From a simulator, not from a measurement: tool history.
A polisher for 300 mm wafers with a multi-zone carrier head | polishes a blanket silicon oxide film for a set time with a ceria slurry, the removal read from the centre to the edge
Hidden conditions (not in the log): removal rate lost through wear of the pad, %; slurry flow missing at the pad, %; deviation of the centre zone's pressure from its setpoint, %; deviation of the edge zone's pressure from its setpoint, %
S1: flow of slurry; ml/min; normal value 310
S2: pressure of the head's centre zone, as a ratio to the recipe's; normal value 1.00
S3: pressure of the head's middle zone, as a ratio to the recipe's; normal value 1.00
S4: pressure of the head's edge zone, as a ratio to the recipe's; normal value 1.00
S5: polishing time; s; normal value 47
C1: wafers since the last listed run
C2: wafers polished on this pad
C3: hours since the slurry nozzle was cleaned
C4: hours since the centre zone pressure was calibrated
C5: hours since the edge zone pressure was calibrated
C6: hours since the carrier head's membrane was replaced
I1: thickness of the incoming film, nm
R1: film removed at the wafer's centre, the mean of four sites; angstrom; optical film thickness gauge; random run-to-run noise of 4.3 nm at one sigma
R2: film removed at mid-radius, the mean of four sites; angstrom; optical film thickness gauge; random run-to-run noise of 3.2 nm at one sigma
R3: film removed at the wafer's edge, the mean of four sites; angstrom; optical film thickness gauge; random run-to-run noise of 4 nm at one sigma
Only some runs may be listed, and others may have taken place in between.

| run | hour | S1 | S2 | S3 | S4 | S5 | C1 | C2 | C3 | C4 | C5 | C6 | I1 | R1 | R2 | R3 |
|---|---|---|---|---|---|---|---|---|---|---|---|---|---|---|---|---|
| 1 | 0.0 | 310 | 1.00 | 1.00 | 1.00 | 47 | 0 | 6 | 429.8 | 841.3 | 167.4 | 1004.2 | 775.4 | 3143 | 2925 | 2894 |
| 2 | 36.3 | 310 | 1.00 | 1.00 | 1.00 | 47 | 447 | 453 | 466.1 | 877.6 | 203.7 | 1040.5 | 779.2 | 3200 | 2937 | 2883 |
| 3 | 96.4 | 310 | 1.08 | 1.00 | 1.00 | 47 | 741 | 1194 | 526.2 | 937.7 | 263.8 | 1100.6 | 791.1 | 3479 | 2864 | 2912 |
| 4 | 185.7 | 310 | 1.08 | 1.00 | 1.00 | 47 | 1101 | 2296 | 615.5 | 1027.0 | 353.1 | 1189.9 | 768.0 | 3470 | 2969 | 2860 |
| 5 | 255.3 | 310 | 1.00 | 1.06 | 1.00 | 47 | 858 | 3154 | 685.1 | 1096.6 | 422.7 | 1259.5 | 767.2 | 3259 | 3105 | 2878 |
|  | 316.5 | slurry nozzle cleaned |
|  | 319.5 | centre zone pressure recalibrated |
| 6 | 425.0 | 310 | 1.00 | 1.06 | 1.00 | 47 | 2055 | 5210 | 108.5 | 105.5 | 592.4 | 1429.2 | 771.6 | 2846 | 3012 | 2941 |
|  | 432.6 | worn pad replaced by a new one |
|  | 440.6 | edge zone pressure recalibrated |
| 7 | 499.5 | 310 | 1.00 | 1.06 | 1.00 | 47 | 844 | 799 | 183.0 | 180.0 | 58.9 | 1503.7 | 769.8 | 2931 | 3028 | 2910 |
| 8 | 555.4 | 310 | 1.00 | 1.00 | 1.00 | 47 | 689 | 1489 | 238.9 | 235.9 | 114.8 | 1559.6 | 781.2 | 2822 | 2953 | 3011 |
| 9 | 840.6 | 310 | 1.00 | 1.00 | 1.00 | 47 | 3517 | 5006 | 524.1 | 521.1 | 400.0 | 1844.8 | 770.5 | 2933 | 2986 | 2862 |
| 10 | 881.2 | 310 | 1.00 | 1.00 | 1.00 | 47 | 500 | 5507 | 564.7 | 561.7 | 440.6 | 1885.4 | 782.1 | 2987 | 2943 | 2875 |
|  | 901.1 | worn pad replaced by a new one |
|  | 947.8 | edge zone pressure recalibrated |
| 11 | 962.5 | 225 | 1.04 | 1.00 | 0.91 | 62 | 928 | 732 | 646.0 | 643.0 | 14.7 | 1966.7 | 770.1 | 3911 | 3681 | 3550 |
|  | 973.8 | slurry nozzle cleaned |
| 12 | 1069.4 | 205 | 1.00 | 1.12 | 1.11 | 36 | 1306 | 2038 | 95.6 | 749.9 | 121.6 | 2073.6 | 788.8 | 2143 | 2302 | 2295 |
|  | 1103.4 | carrier head's membrane replaced by a new one |
| 13 | 1112.6 | 310 | 1.04 | 1.08 | 0.90 | 42 | 471 | 2509 | 138.8 | 793.1 | 164.8 | 9.2 | 773.0 | 2782 | 2722 | 2464 |
| 14 | 1201.6 | 225 | 1.10 | 0.91 | 0.89 | 47 | 1097 | 3607 | 227.8 | 882.1 | 253.8 | 98.2 | 784.0 | 3174 | 2677 | 2725 |
|  | 1250.3 | centre zone pressure recalibrated |
| 15 | 1274.6 | 310 | 1.00 | 1.05 | 1.00 | 47 | 875 | 4483 | 300.8 | 24.3 | 326.8 | 171.2 | 775.3 | 2912 | 3055 | 2879 |
| 16 | 1344.7 | 215 | 1.00 | 1.00 | 0.91 | 47 | 864 | 5347 | 370.9 | 94.4 | 396.9 | 241.3 | 769.3 | 2779 | 2752 | 2696 |
|  | 1358.2 | worn pad replaced by a new one |
| 17 | 1428.9 | 310 | 1.00 | 1.00 | 1.00 | 47 | 989 | 872 | 455.1 | 178.6 | 481.1 | 325.5 | 781.7 | 2881 | 2871 | 2969 |
| 18 | 1532.7 | 380 | 1.00 | 1.00 | 1.00 | 47 | 1280 | 2152 | 558.9 | 282.4 | 584.9 | 429.3 | 770.7 | 2928 | 2962 | 2948 |
|  | 1543.6 | edge zone pressure recalibrated |
| 19 | 1584.1 | 310 | 1.00 | 1.00 | 1.00 | 47 | 609 | 2761 | 610.3 | 333.8 | 40.5 | 480.7 | 779.7 | 2860 | 3007 | 2967 |
| 20 | 1626.7 | 355 | 1.06 | 1.00 | 1.00 | 47 | 525 | 3286 | 652.9 | 376.4 | 83.1 | 523.3 | 776.2 | 3046 | 2979 | 2994 |
|  | 1642.0 | slurry nozzle cleaned |
| 21 | 1697.6 | 310 | 1.00 | 1.00 | 1.11 | 42 | 862 | 4148 | 55.6 | 447.3 | 154.0 | 594.2 | 771.5 | 2574 | 2596 | 2737 |
|  | 1791.8 | worn pad replaced by a new one |
| 22 | 1796.7 | 255 | 1.00 | 1.00 | 1.00 | 47 | 1172 | 59 | 154.7 | 546.4 | 253.1 | 693.3 | 781.0 | 2881 | 2835 | 2879 |
| 23 | 1871.2 | 310 | 1.00 | 1.06 | 1.00 | 47 | 918 | 978 | 229.2 | 620.9 | 327.6 | 767.8 | 776.3 | 2878 | 3017 | 2898 |

What if the next run were any one of these 3? Each begins from the tool's condition after run 23:
| A | 1871.6 | 310 | 1.00 | 1.00 | 1.00 | 47 | 4 | 983 | 229.6 | 621.3 | 328.0 | 768.2 | 779.0 | ? | ? | ? |
| B | 1871.6 | 385 | 1.00 | 1.00 | 1.00 | 47 | 4 | 983 | 229.6 | 621.3 | 328.0 | 768.2 | 779.0 | ? | ? | ? |
| C | 1871.6 | 400 | 1.00 | 1.00 | 1.00 | 47 | 4 | 983 | 229.6 | 621.3 | 328.0 | 768.2 | 779.0 | ? | ? | ? |

| run | R1 | R2 | R3 |
|---|---|---|---|
| A | 2926 | 2912 | 2839 |
| B | 2990 | 2970 | 2883 |
| C | 3000 | 2979 | 2889 |
Stripped of hidden state, with their random variation kept, the same runs would have yielded:
| run | R1 | R2 | R3 |
|---|---|---|---|
| A | 2829 | 2912 | 2839 |
| B | 2892 | 2970 | 2883 |
| C | 2901 | 2979 | 2889 |

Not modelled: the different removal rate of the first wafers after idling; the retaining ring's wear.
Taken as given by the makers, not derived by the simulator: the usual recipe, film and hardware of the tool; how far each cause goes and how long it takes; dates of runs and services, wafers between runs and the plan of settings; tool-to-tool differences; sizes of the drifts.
